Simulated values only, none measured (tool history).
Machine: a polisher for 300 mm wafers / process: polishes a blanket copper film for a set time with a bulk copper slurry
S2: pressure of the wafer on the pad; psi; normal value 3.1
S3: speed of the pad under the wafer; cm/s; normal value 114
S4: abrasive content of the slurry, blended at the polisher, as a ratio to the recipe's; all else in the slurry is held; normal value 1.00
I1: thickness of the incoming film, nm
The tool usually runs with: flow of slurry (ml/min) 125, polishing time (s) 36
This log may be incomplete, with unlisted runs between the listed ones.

Run 1, day 0.000: usual settings but flow of slurry (ml/min) 95; I1 4335.1. Result: film removed (Å) 4048.
Run 2, day 0.521: usual settings but flow of slurry (ml/min) 140, S3 88 cm/s; I1 4370.8. Result: film removed (Å) 3767.
Run 3, day 0.904: usual settings; I1 4433.8. Result: film removed (Å) 4269.
At day 1.121: slurry blender recalibrated.
Run 4, day 1.354: usual settings; I1 4401.3. Result: film removed (Å) 4217.
At day 1.762: head pressure recalibrated.
Run 5, day 1.958: usual settings; I1 4350.4. Result: film removed (Å) 4286.
Run 6, day 2.317: usual settings; I1 4439.6. Result: film removed (Å) 4294.
Run 7, day 3.017: usual settings; I1 4385.5. Result: film removed (Å) 4277.
Run 8, day 3.529: usual settings but S3 100 cm/s, S4 0.70; I1 4305.1. Result: film removed (Å) 3522.
Run 9, day 3.904: usual settings but flow of slurry (ml/min) 80, polishing time (s) 28; I1 4365.9. Result: film removed (Å) 3011.
Run 10, day 4.217: usual settings; I1 4436.8. Result: film removed (Å) 4216.
At day 4.454: worn pad replaced by a new one.
Run 11, day 4.633: usual settings but S4 0.75; I1 4379.3. Result: film removed (Å) 3920.
Run 12, day 5.154: usual settings but flow of slurry (ml/min) 150, S4 1.25, polishing time (s) 47; I1 4404.6. Result: film removed (Å) 5907.
Run 13, day 5.742: usual settings but S2 2.3 psi, S3 80 cm/s; I1 4302.2. Result: film removed (Å) 2673.
Run 14, day 6.088: usual settings but polishing time (s) 30; I1 4333.1. Result: film removed (Å) 3452.
Run 15, day 6.575: usual settings but S2 2.1 psi; I1 4346.6. Result: film removed (Å) 2981.
Run 16, day 7.296: usual settings but flow of slurry (ml/min) 85, S2 3.7 psi, S3 126 cm/s; I1 4401.2. Result: film removed (Å) 4723.
At day 7.558: slurry nozzle cleaned.
Run 17, day 7.875: usual settings but flow of slurry (ml/min) 145, S3 84 cm/s, S4 0.90, polishing time (s) 45; I1 4304.7. Result: film removed (Å) 4564.
Run 18, day 8.300: usual settings but flow of slurry (ml/min) 140; I1 4432.8. Result: film removed (Å) 4360.
Run 19, day 8.667: usual settings but S3 90 cm/s; I1 4356.0. Result: film removed (Å) 3742.
At day 9.100: worn pad replaced by a new one.
Run 20, day 9.125: usual settings but S3 132 cm/s; I1 4389.0. Result: film removed (Å) 4738.
Run 21, day 9.475: usual settings but flow of slurry (ml/min) 105, S3 86 cm/s, S4 1.10, polishing time (s) 26; I1 4370.7. Result: film removed (Å) 2663.
At day 9.862: slurry blender recalibrated.
Run 22, day 10.017: usual settings but flow of slurry (ml/min) 160; I1 4368.4. Result: film removed (Å) 4545.
Run 23, day 11.829: usual settings but S2 2.0 psi, S3 80 cm/s; I1 4458.1. Result: film removed (Å) 2405.
Run 24, day 12.246: usual settings; I1 4331.1. Result: film removed (Å) 4251.
Run 25, day 12.958: usual settings; I1 4386.9. Result: film removed (Å) 4358.
Run 26, day 13.512: usual settings but S2 3.5 psi; I1 4352.9. Result: film removed (Å) 4786.
At day 13.800: worn pad replaced by a new one.
Run 27, day 14.062: usual settings; I1 4350.1. Result: film removed (Å) 4305.
Run 28, day 14.800: usual settings; I1 4399.3. Result: film removed (Å) 4280.
Run 29, day 15.517: usual settings but S4 0.80, polishing time (s) 44; I1 4404.1. Result: film removed (Å) 4968.
Run 30, day 15.775: usual settings but S3 132 cm/s; I1 4370.1. Result: film removed (Å) 4631.
Run 31, day 16.100: usual settings but polishing time (s) 26; I1 4428.0. Result: film removed (Å) 3077.

Below, some changes in film removed (Å) between adjacent runs. For each, the amount present without the hidden state too (settings, incoming material, random variation) and the amount remaining for the hidden state with gauge scatter not shared by both compared results:
The hidden state here: removal rate lost through wear of the pad, %; slurry flow missing at the pad, %; deviation of the head's pressure from its setpoint, %; abrasive missing from the slurry, %.
Run 12 -> 13: flow of slurry (ml/min) 150 -> 125, S2 3.1 -> 2.3, S3 114 -> 80, S4 1.25 -> 1.00, polishing time (s) 47 -> 36. film removed (Å) -3234: hidden state +101, all else -3335.
Run 15 -> 16: flow of slurry (ml/min) 125 -> 85, S2 2.1 -> 3.7, S3 114 -> 126. film removed (Å) +1742: hidden state -209, all else +1951.
Run 16 -> 17: flow of slurry (ml/min) 85 -> 145, S2 3.7 -> 3.1, S3 126 -> 84, S4 1.00 -> 0.90, polishing time (s) 36 -> 45, slurry nozzle cleaned. film removed (Å) -159: hidden state +337, all else -496.
Run 20 -> 21: flow of slurry (ml/min) 125 -> 105, S3 132 -> 86, S4 1.00 -> 1.10, polishing time (s) 36 -> 26. film removed (Å) -2075: hidden state +17, all else -2092.
Run 22 -> 23: flow of slurry (ml/min) 160 -> 125, S2 3.1 -> 2.0, S3 114 -> 80. film removed (Å) -2140: hidden state +9, all else -2149.
